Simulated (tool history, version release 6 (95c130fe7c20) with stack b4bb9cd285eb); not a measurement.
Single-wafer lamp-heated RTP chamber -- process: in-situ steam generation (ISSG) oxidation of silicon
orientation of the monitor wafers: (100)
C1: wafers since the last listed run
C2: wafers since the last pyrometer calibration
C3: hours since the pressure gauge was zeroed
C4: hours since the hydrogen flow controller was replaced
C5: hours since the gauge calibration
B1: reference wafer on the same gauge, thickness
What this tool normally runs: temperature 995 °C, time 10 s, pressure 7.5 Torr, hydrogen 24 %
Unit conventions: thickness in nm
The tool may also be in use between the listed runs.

{"run": 1, "hour": 0.0, "temperature": 995, "time": 8, "pressure": 6.9, "hydrogen": 24, "C1": 0, "C2": 1473, "C3": 2588.2, "C4": 4465.8, "C5": 370.7, "B1": 4.252, "thickness": 3.937}
{"run": 2, "hour": 51.6, "temperature": 995, "time": 8, "pressure": 6.9, "hydrogen": 24, "C1": 685, "C2": 2158, "C3": 2639.8, "C4": 4517.4, "C5": 422.3, "B1": 4.25, "thickness": 3.911}
{"run": 3, "hour": 81.2, "temperature": 995, "time": 10, "pressure": 7.5, "hydrogen": 24, "C1": 392, "C2": 2551, "C3": 2669.4, "C4": 4547, "C5": 451.9, "B1": 4.254, "thickness": 4.334}
{"run": 4, "hour": 142.8, "temperature": 995, "time": 10, "pressure": 7.5, "hydrogen": 24, "C1": 817, "C2": 3369, "C3": 2731, "C4": 4608.6, "C5": 513.5, "B1": 4.246, "thickness": 4.292}
{"hour": 163.2, "done": "pyrometer window cleaned and pyrometer calibrated"}
{"run": 5, "hour": 168.3, "temperature": 995, "time": 10, "pressure": 7.5, "hydrogen": 24, "C1": 232, "C2": 67, "C3": 2756.5, "C4": 4634.1, "C5": 539, "B1": 4.25, "thickness": 4.301}
{"run": 6, "hour": 223.2, "temperature": 995, "time": 10, "pressure": 7.5, "hydrogen": 24, "C1": 728, "C2": 796, "C3": 2811.4, "C4": 4689, "C5": 593.9, "B1": 4.249, "thickness": 4.316}
{"run": 7, "hour": 249.9, "temperature": 995, "time": 7, "pressure": 7.5, "hydrogen": 24, "C1": 354, "C2": 1151, "C3": 2838.1, "C4": 4715.7, "C5": 620.6, "B1": 4.249, "thickness": 3.705}
{"run": 8, "hour": 319.2, "temperature": 995, "time": 7, "pressure": 7.5, "hydrogen": 24, "C1": 920, "C2": 2071, "C3": 2907.4, "C4": 4785, "C5": 689.9, "B1": 4.25, "thickness": 3.741}
{"hour": 343.9, "done": "pressure gauge zeroed"}
{"run": 9, "hour": 376.1, "temperature": 995, "time": 7, "pressure": 7.5, "hydrogen": 24, "C1": 649, "C2": 2720, "C3": 32.2, "C4": 4841.9, "C5": 746.8, "B1": 4.249, "thickness": 3.747}
{"run": 10, "hour": 412.8, "temperature": 995, "time": 10, "pressure": 7.5, "hydrogen": 24, "C1": 487, "C2": 3207, "C3": 68.9, "C4": 4878.6, "C5": 783.5, "B1": 4.258, "thickness": 4.312}
{"hour": 426.7, "done": "pyrometer window cleaned and pyrometer calibrated"}
{"run": 11, "hour": 443.6, "temperature": 995, "time": 10, "pressure": 7.5, "hydrogen": 24, "C1": 302, "C2": 224, "C3": 99.7, "C4": 4909.4, "C5": 814.3, "B1": 4.248, "thickness": 4.323}
{"run": 12, "hour": 487.1, "temperature": 995, "time": 10, "pressure": 7.5, "hydrogen": 24, "C1": 577, "C2": 802, "C3": 143.2, "C4": 4952.9, "C5": 857.8, "B1": 4.248, "thickness": 4.326}
{"hour": 542.1, "done": "hydrogen flow controller replaced"}
{"run": 13, "hour": 553.4, "temperature": 988, "time": 8, "pressure": 7.5, "hydrogen": 20, "C1": 774, "C2": 1576, "C3": 209.5, "C4": 11.3, "C5": 924.1, "B1": 4.25, "thickness": 3.684}
{"run": 14, "hour": 584.0, "temperature": 995, "time": 10, "pressure": 7.5, "hydrogen": 24, "C1": 406, "C2": 1982, "C3": 240.1, "C4": 41.9, "C5": 954.7, "B1": 4.246, "thickness": 4.306}
{"run": 15, "hour": 613.8, "temperature": 995, "time": 10, "pressure": 8.4, "hydrogen": 24, "C1": 395, "C2": 2377, "C3": 269.9, "C4": 71.7, "C5": 984.5, "B1": 4.24, "thickness": 4.321}
{"run": 16, "hour": 660.1, "temperature": 995, "time": 13, "pressure": 7, "hydrogen": 18, "C1": 614, "C2": 2992, "C3": 316.2, "C4": 118, "C5": 1030.8, "B1": 4.251, "thickness": 4.437}
{"hour": 669.8, "done": "gauge calibrated"}
{"hour": 676.8, "done": "pyrometer window cleaned and pyrometer calibrated"}
{"run": 17, "hour": 694.4, "temperature": 977, "time": 10, "pressure": 6.9, "hydrogen": 17, "C1": 349, "C2": 233, "C3": 350.5, "C4": 152.3, "C5": 24.6, "B1": 4.252, "thickness": 3.733}
{"run": 18, "hour": 760.5, "temperature": 995, "time": 10, "pressure": 7.5, "hydrogen": 24, "C1": 877, "C2": 1111, "C3": 416.6, "C4": 218.4, "C5": 90.7, "B1": 4.255, "thickness": 4.336}
{"run": 19, "hour": 787.2, "temperature": 995, "time": 14, "pressure": 8.9, "hydrogen": 32, "C1": 354, "C2": 1465, "C3": 443.3, "C4": 245.1, "C5": 117.4, "B1": 4.245, "thickness": 5.325}
{"run": 20, "hour": 830.0, "temperature": 995, "time": 10, "pressure": 7.5, "hydrogen": 24, "C1": 568, "C2": 2033, "C3": 486.1, "C4": 287.9, "C5": 160.2, "B1": 4.257, "thickness": 4.307}
{"run": 21, "hour": 916.5, "temperature": 986, "time": 10, "pressure": 7.5, "hydrogen": 30, "C1": 1148, "C2": 3182, "C3": 572.6, "C4": 374.4, "C5": 246.7, "B1": 4.254, "thickness": 4.49}
{"run": 22, "hour": 944.9, "temperature": 986, "time": 10, "pressure": 7.5, "hydrogen": 15, "C1": 377, "C2": 3559, "C3": 601, "C4": 402.8, "C5": 275.1, "B1": 4.255, "thickness": 3.728}

Consider 4 possible next runs. They are alternatives, not a sequence: every one starts from the tool as it was left by run 22. What does each give?
{"run": "A", "hour": 945.3, "temperature": 995, "time": 10, "pressure": 7.5, "hydrogen": 21, "C1": 5, "C2": 3564, "C3": 601.4, "C4": 403.2, "C5": 275.5, "B1": "?", "thickness": "?"}
{"run": "B", "hour": 945.3, "temperature": 986, "time": 10, "pressure": 6.9, "hydrogen": 16, "C1": 5, "C2": 3564, "C3": 601.4, "C4": 403.2, "C5": 275.5, "B1": "?", "thickness": "?"}
{"run": "C", "hour": 945.3, "temperature": 1006, "time": 10, "pressure": 6.9, "hydrogen": 24, "C1": 5, "C2": 3564, "C3": 601.4, "C4": 403.2, "C5": 275.5, "B1": "?", "thickness": "?"}
{"run": "D", "hour": 945.3, "temperature": 1015, "time": 10, "pressure": 7.5, "hydrogen": 24, "C1": 5, "C2": 3564, "C3": 601.4, "C4": 403.2, "C5": 275.5, "B1": "?", "thickness": "?"}

run=A B1=4.254 thickness=4.155
run=B B1=4.254 thickness=3.749
run=C B1=4.254 thickness=4.448
run=D B1=4.254 thickness=4.606
With the hidden condition removed and each run's random variation left untouched, the same runs would have given:
run=A thickness=4.155
run=B thickness=3.749
run=C thickness=4.448
run=D thickness=4.606
